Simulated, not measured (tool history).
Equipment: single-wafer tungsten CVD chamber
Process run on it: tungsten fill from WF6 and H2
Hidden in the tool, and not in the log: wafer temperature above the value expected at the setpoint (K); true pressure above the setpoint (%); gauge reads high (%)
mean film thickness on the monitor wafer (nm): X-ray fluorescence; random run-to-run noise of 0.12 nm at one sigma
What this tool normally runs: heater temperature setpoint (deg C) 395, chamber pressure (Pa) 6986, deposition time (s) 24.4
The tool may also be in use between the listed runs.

run   hour  heater temperature setpoint (deg C)  chamber pressure (Pa)  deposition time (s)  wafers since the last listed run  hours since the last thermocouple change  hours since the last manometer calibration  hours since the showerhead was replaced  hours since the gauge calibration  read-back reference wafer on the same gauge, thickness_nm  mean film thickness on the monitor wafer (nm)
  1    0.0                                  395                   6986                 24.4                                 0                                    1233.7                                      2773.8                                   3858.7                                1.9                                                     66.887                                         85.182
  2    6.1                                  395                   6986                 24.4                               180                                    1239.8                                      2779.9                                   3864.8                                8.0                                                     66.888                                         84.978
  3   19.5                                  395                   6986                 24.4                               395                                    1253.2                                      2793.3                                   3878.2                               21.4                                                     66.870                                         85.426
  4   35.9                                  387                   6986                 24.4                               484                                    1269.6                                      2809.7                                   3894.6                               37.8                                                     66.888                                         72.050
  5   52.8                                  395                   6986                 27.1                               498                                    1286.5                                      2826.6                                   3911.5                               54.7                                                     66.891                                         95.327
  6   59.5                                  395                   6986                 27.1                               197                                    1293.2                                      2833.3                                   3918.2                               61.4                                                     66.912                                         95.313
      77.9  -- thermocouple changed; heater temperature recalibrated
  7   78.4                                  395                   6986                 27.1                               321                                       0.5                                      2852.2                                   3937.1                               80.3                                                     66.872                                         88.940
  8   83.3                                  395                   5866                 24.4                               144                                       5.4                                      2857.1                                   3942.0                               85.2                                                     66.906                                         70.642
  9   91.8                                  395                   5866                 24.4                               250                                      13.9                                      2865.6                                   3950.5                               93.7                                                     66.925                                         70.577
 10  106.8                                  395                   6986                 24.4                               442                                      28.9                                      2880.6                                   3965.5                              108.7                                                     66.908                                         80.015
 11  113.2                                  405                   8546                 28.3                               188                                      35.3                                      2887.0                                   3971.9                              115.1                                                     66.912                                        130.031
 12  124.9                                  395                   6986                 24.4                               345                                      47.0                                      2898.7                                   3983.6                              126.8                                                     66.900                                         80.097
 13  134.3                                  400                   6986                 24.4                               277                                      56.4                                      2908.1                                   3993.0                              136.2                                                     66.901                                         89.068

Predict the results of run 14:
     138.6  -- gauge calibrated
     147.8  -- showerhead replaced
     150.1  -- capacitance manometer re-zeroed and calibrated
 14  150.6                                  408                   6986                 24.4                               176                                      72.7                                         0.5                                      2.8                               12.0                                                          ?                                              ?

Run 14 came out at read-back reference wafer on the same gauge, thickness_nm 66.914, mean film thickness on the monitor wafer (nm) 104.593.
With no hidden state in the tool, this same run would have given mean film thickness on the monitor wafer (nm) 104.744.

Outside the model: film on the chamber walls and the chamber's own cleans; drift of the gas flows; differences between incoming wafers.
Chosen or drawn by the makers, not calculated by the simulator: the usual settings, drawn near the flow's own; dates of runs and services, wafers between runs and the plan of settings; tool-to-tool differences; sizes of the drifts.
